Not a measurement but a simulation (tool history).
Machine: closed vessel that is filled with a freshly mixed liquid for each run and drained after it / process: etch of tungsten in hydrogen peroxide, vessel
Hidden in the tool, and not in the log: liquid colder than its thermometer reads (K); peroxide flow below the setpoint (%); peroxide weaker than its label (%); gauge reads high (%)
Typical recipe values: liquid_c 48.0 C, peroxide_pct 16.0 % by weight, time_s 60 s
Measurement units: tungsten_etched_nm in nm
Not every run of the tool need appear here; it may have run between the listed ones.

run     day  liquid_c  peroxide_pct  time_s  wafers since the last listed run  hours since the thermometer was replaced  hours since the peroxide flow meter was replaced  hours since the drum of peroxide was connected  hours since the gauge calibration  read-back film thickness of the tungsten reference wafer, read on the same gauge (nm)  tungsten_etched_nm
  1   0.000      48.0          16.0      60                                 0                                    2384.5                                            2115.3                                          1170.1                               56.3                                                                                  50.00              110.39
  2   0.683      48.0          16.0      60                              2205                                    2400.9                                            2131.7                                          1186.5                               72.7                                                                                  50.01              110.54
  3   1.758      48.0          16.0      60                              3470                                    2426.7                                            2157.5                                          1212.3                               98.5                                                                                  49.99              110.18
  4   2.821      53.5          16.0      60                              3429                                    2452.2                                            2183.0                                          1237.8                              124.0                                                                                  50.01              153.17
      3.875  -- peroxide flow meter replaced
  5   4.233      53.5          16.0      60                              4424                                    2486.1                                               8.6                                          1271.7                              157.9                                                                                  49.99              162.31
  6   4.779      48.0          16.0      60                              1761                                    2499.2                                              21.7                                          1284.8                              171.0                                                                                  49.99              115.91
      4.912  -- thermometer replaced
  7   6.042      48.0          16.0      60                              3940                                      27.1                                              52.0                                          1315.1                              201.3                                                                                  50.01              115.93
  8   7.417      56.0          16.0      60                              4438                                      60.1                                              85.0                                          1348.1                              234.3                                                                                  50.02              187.87
      7.758  -- new drum of peroxide connected
  9   8.304      54.0          20.0      40                              2730                                      81.4                                             106.3                                            13.1                              255.6                                                                                  50.02              128.84
      8.692  -- gauge calibrated
 10   8.925      48.0          16.0      60                              2004                                      96.3                                             121.2                                            28.0                                5.6                                                                                  50.02              119.81
 11   9.725      48.0          13.0      80                              2582                                     115.5                                             140.4                                            47.2                               24.8                                                                                  50.01              144.43
 12  10.283      43.5          16.0      45                              1802                                     128.9                                             153.8                                            60.6                               38.2                                                                                  50.00               67.80
 13  11.596      48.0          13.5      45                              4236                                     160.4                                             185.3                                            92.1                               69.7                                                                                  50.01               82.59
 14  12.408      38.5          14.0      75                              2622                                     179.9                                             204.8                                           111.6                               89.2                                                                                  49.99               76.39

Some steps in tungsten_etched_nm, run to run, broken into two amounts with sign: the step expected even without the hidden condition (settings, incoming material, random variation), and the rest, left for the hidden condition together with whatever gauge scatter is not in both the measured and the hidden-condition-free result:
Run 4 -> 5: peroxide flow meter replaced. tungsten_etched_nm +9.14 nm: hidden state +8.90, all else +0.24.
Run 11 -> 12: liquid_c 48.0 -> 43.5, peroxide_pct 13.0 -> 16.0, time_s 80 -> 45. tungsten_etched_nm -76.63 nm: hidden state +0.59, all else -77.22.
